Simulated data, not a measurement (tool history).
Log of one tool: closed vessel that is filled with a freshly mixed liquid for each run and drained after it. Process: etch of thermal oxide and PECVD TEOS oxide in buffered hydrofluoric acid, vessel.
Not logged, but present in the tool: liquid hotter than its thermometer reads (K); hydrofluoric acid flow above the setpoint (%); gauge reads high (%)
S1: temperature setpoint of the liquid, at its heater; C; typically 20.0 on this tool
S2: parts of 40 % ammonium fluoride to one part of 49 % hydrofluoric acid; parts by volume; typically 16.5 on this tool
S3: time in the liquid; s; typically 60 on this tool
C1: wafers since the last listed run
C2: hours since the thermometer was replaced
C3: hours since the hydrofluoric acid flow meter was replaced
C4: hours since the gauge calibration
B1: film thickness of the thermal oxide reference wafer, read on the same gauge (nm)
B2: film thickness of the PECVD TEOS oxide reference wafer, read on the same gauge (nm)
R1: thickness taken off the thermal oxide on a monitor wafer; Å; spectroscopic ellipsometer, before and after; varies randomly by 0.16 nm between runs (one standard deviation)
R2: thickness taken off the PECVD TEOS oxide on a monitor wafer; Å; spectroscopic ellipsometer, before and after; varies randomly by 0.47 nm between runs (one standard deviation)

run	hour	S1	S2	S3	C1	C2	C3	C4	B1	B2	R1	R2
1	0.0	20.0	16.5	60	0	2578.2	332.4	136.4	78.92	118.37	350.1	1087.1
2	52.0	20.0	16.5	60	6833	2630.2	384.4	188.4	78.63	117.94	348.7	1081.1
3	88.2	20.0	16.5	60	4756	2666.4	420.6	224.6	78.49	117.69	348.7	1068.4
# hour 114.4: hydrofluoric acid flow meter replaced
4	285.8	20.0	16.5	60	25834	2864.0	171.4	422.2	77.81	116.82	345.7	1058.6
5	314.0	20.0	16.5	80	3705	2892.2	199.6	450.4	77.81	116.72	459.7	1417.5
6	364.3	20.0	16.5	80	6609	2942.5	249.9	500.7	77.79	116.59	459.8	1420.4
7	402.0	20.0	16.5	80	4953	2980.2	287.6	538.4	77.69	116.52	461.5	1411.4
8	439.4	20.0	16.5	60	4914	3017.6	325.0	575.8	77.61	116.46	345.0	1063.6
9	486.6	20.0	16.5	60	6202	3064.8	372.2	623.0	77.59	116.36	344.6	1060.2
10	539.2	20.0	16.5	60	6911	3117.4	424.8	675.6	77.58	116.30	345.3	1062.4
11	584.0	20.0	16.5	60	5886	3162.2	469.6	720.4	77.50	116.26	343.1	1059.7
12	634.0	20.0	16.5	60	6570	3212.2	519.6	770.4	77.46	116.20	344.4	1063.2
# hour 645.2: hydrofluoric acid flow meter replaced
13	691.4	21.5	16.5	60	7411	3269.6	46.2	827.8	77.46	116.18	375.6	1152.2
# hour 699.2: thermometer replaced
# hour 707.8: gauge calibrated
14	732.9	20.0	10.5	60	5321	33.7	87.7	25.1	80.09	120.07	553.6	1708.4
15	795.5	20.0	13.5	45	8225	96.3	150.3	87.7	79.57	119.29	321.1	989.8
16	827.7	17.0	11.0	30	4231	128.5	182.5	119.9	79.34	118.96	221.5	684.9
17	915.4	23.5	14.0	75	11524	216.2	270.2	207.6	78.85	118.26	621.9	1928.7
18	980.9	20.0	16.5	60	8607	281.7	335.7	273.1	78.56	117.86	349.5	1076.7
19	1025.9	17.0	12.5	35	5913	326.7	380.7	318.1	78.41	117.61	224.2	696.5
20	1051.5	17.5	16.5	85	3363	352.3	406.3	343.7	78.35	117.52	429.1	1322.8
21	1112.7	17.0	21.0	70	8042	413.5	467.5	404.9	78.21	117.29	274.3	840.7
# hour 1130.5: hydrofluoric acid flow meter replaced
22	1161.0	20.0	16.5	60	6215	461.8	30.5	453.2	78.07	117.17	347.7	1070.6

5 ways to go on from here, each from the tool as it stands after run 22. What would each give?
A	1161.7	20.0	16.5	60	91	462.5	31.2	453.9	?	?	?	?
B	1161.7	20.0	20.5	60	91	462.5	31.2	453.9	?	?	?	?
C	1161.7	23.5	16.5	60	91	462.5	31.2	453.9	?	?	?	?
D	1161.7	24.5	11.0	90	91	462.5	31.2	453.9	?	?	?	?
E	1161.7	20.0	19.0	50	91	462.5	31.2	453.9	?	?	?	?

run	B1	B2	R1	R2
A	78.10	117.17	344.7	1063.9
B	78.10	117.17	280.2	865.1
C	78.10	117.17	418.5	1291.9
D	78.10	117.17	986.4	3045.0
E	78.10	117.17	249.9	771.4
Had the tool no hidden state, the same runs would have come out as:
run	R1	R2
A	353.0	1089.8
B	287.0	886.1
C	428.7	1323.2
D	1010.4	3119.0
E	256.0	790.1

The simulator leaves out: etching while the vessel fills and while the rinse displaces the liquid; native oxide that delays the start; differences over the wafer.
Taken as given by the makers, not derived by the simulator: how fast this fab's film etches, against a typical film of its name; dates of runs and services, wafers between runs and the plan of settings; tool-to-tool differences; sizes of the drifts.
